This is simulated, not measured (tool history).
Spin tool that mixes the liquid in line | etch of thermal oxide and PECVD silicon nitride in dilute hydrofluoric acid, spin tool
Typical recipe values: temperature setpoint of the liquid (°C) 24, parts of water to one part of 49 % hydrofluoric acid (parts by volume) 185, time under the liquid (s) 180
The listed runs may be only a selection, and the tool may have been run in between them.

run     day  temperature setpoint of the liquid (°C)  parts of water to one part of 49 % hydrofluoric acid (parts by volume)  time under the liquid (s)  wafers since the last listed run  hours since the thermometer was replaced  hours since the hydrofluoric acid flow meter was replaced  hours since the gauge calibration  read-back film thickness of the thermal oxide reference wafer, read on the same gauge (nm)  read-back film thickness of the PECVD silicon nitride reference wafer, read on the same gauge (nm)  thickness taken off the thermal oxide on a monitor wafer (angstrom)  thickness taken off the PECVD silicon nitride on a monitor wafer (angstrom)
  1       0                                       24                                                                     185                        180                                 0                                    1806.4                                                      262.6                              370.4                                                                                      79.981                                                                                              110.01                                                                36.44                                                                         52.4
  2   1.183                                       24                                                                     185                        180                               225                                    1834.8                                                        291                              398.8                                                                                      80.011                                                                                              109.98                                                                36.21                                                                         52.3
  3   4.088                                       24                                                                     185                        180                               553                                    1904.5                                                      360.7                              468.5                                                                                      80.002                                                                                              110.06                                                                35.54                                                                         52.7
  4   5.275                                       24                                                                     185                        180                               226                                      1933                                                      389.2                                497                                                                                      79.976                                                                                                 110                                                                35.72                                                                         53.1
  5   6.558                                       24                                                                     185                        140                               244                                    1963.8                                                        420                              527.8                                                                                      79.996                                                                                              109.98                                                                27.95                                                                         40.8
  6   9.275                                     26.5                                                                     185                        180                               517                                      2029                                                      485.2                                593                                                                                      79.979                                                                                              110.02                                                                39.28                                                                           61
  7  11.883                                     26.5                                                                     185                        180                               496                                    2091.6                                                      547.8                              655.6                                                                                      80.021                                                                                              109.93                                                                38.29                                                                         60.4
  8  13.712                                       24                                                                     185                        180                               348                                    2135.5                                                      591.7                              699.5                                                                                      79.998                                                                                              109.99                                                                34.74                                                                         51.6
  9  15.908                                       24                                                                     185                        180                               418                                    2188.2                                                      644.4                              752.2                                                                                      80.006                                                                                              110.04                                                                34.81                                                                         51.6
 10  17.329                                       24                                                                     185                        180                               270                                    2222.3                                                      678.5                              786.3                                                                                      79.987                                                                                              110.02                                                                 34.7                                                                         51.8
     19.008  -- gauge calibrated
 11  20.096                                       24                                                                     185                        180                               527                                    2288.7                                                      744.9                               26.1                                                                                      80.011                                                                                              109.99                                                                34.51                                                                         51.4
 12   22.75                                       24                                                                     185                        180                               505                                    2352.4                                                      808.6                               89.8                                                                                      79.975                                                                                              110.03                                                                 33.7                                                                         50.6
 13  23.812                                       24                                                                     185                        180                               202                                    2377.9                                                      834.1                              115.3                                                                                      80.023                                                                                                 110                                                                33.99                                                                           50
     26.675  -- hydrofluoric acid flow meter replaced
 14  26.738                                       24                                                                     185                        285                               549                                    2448.1                                                        1.5                              185.5                                                                                      79.977                                                                                              109.97                                                                60.23                                                                         86.4
 15  28.888                                       24                                                                     130                        145                               409                                    2499.7                                                       53.1                              237.1                                                                                      80.007                                                                                              109.98                                                                46.05                                                                         61.1
 16  31.508                                       24                                                                     185                        180                               499                                    2562.6                                                        116                                300                                                                                      80.034                                                                                              110.02                                                                36.84                                                                         54.4
 17  33.058                                       24                                                                     230                        270                               295                                    2599.8                                                      153.2                              337.2                                                                                      80.001                                                                                                 110                                                                42.12                                                                         65.4
 18  34.233                                     25.5                                                                     160                        180                               223                                      2628                                                      181.4                              365.4                                                                                      79.995                                                                                              110.03                                                                46.69                                                                         68.7
     34.371  -- thermometer replaced
 19  35.962                                       24                                                                     185                        180                               321                                      38.2                                                      222.9                              406.9                                                                                      80.002                                                                                              110.02                                                                 36.6                                                                         54.9
 20  38.067                                     28.5                                                                     185                        180                               400                                      88.7                                                      273.4                              457.4                                                                                      80.008                                                                                              110.02                                                                42.83                                                                         72.4
 21  39.329                                     27.5                                                                     185                        150                               240                                       119                                                      303.7                              487.7                                                                                      80.017                                                                                                 110                                                                 34.5                                                                         55.4
 22  41.254                                       22                                                                     185                        145                               366                                     165.2                                                      349.9                              533.9                                                                                      79.998                                                                                              110.03                                                                26.58                                                                           38
 23  42.546                                       24                                                                     185                        120                               246                                     196.2                                                      380.9                              564.9                                                                                      80.021                                                                                              110.03                                                                23.69                                                                         35.9
 24    45.5                                     28.5                                                                     235                        180                               562                                     267.1                                                      451.8                              635.8                                                                                      79.976                                                                                              109.93                                                                31.54                                                                           54
     46.262  -- gauge calibrated
 25  46.975                                       24                                                                     185                        180                               280                                     302.5                                                      487.2                               17.1                                                                                      80.032                                                                                              109.99                                                                35.94                                                                         51.9

3 ways to go on from here, each from the tool as it stands after run 25. What would each give?
  A  46.996                                       24                                                                     185                        135                                 3                                       303                                                      487.7                               17.6                                                                                           ?                                                                                                   ?                                                                    ?                                                                            ?
  B  46.996                                     21.5                                                                     240                        280                                 3                                       303                                                      487.7                               17.6                                                                                           ?                                                                                                   ?                                                                    ?                                                                            ?
  C  46.996                                       28                                                                     155                        275                                 3                                       303                                                      487.7                               17.6                                                                                           ?                                                                                                   ?                                                                    ?                                                                            ?

run  read-back film thickness of the thermal oxide reference wafer, read on the same gauge (nm)  read-back film thickness of the PECVD silicon nitride reference wafer, read on the same gauge (nm)  thickness taken off the thermal oxide on a monitor wafer (angstrom)  thickness taken off the PECVD silicon nitride on a monitor wafer (angstrom)
  A                                                                                      79.994                                                                                              109.96                                                                26.77                                                                         39.5
  B                                                                                      79.994                                                                                              109.96                                                                36.78                                                                         54.2
  C                                                                                      79.994                                                                                              109.96                                                                78.18                                                                        123.5
Without the tool's unlogged condition, the same runs would have read:
run  thickness taken off the thermal oxide on a monitor wafer (angstrom)  thickness taken off the PECVD silicon nitride on a monitor wafer (angstrom)
  A                                                                28.67                                                                         41.8
  B                                                                39.47                                                                         57.3
  C                                                                83.69                                                                        130.8
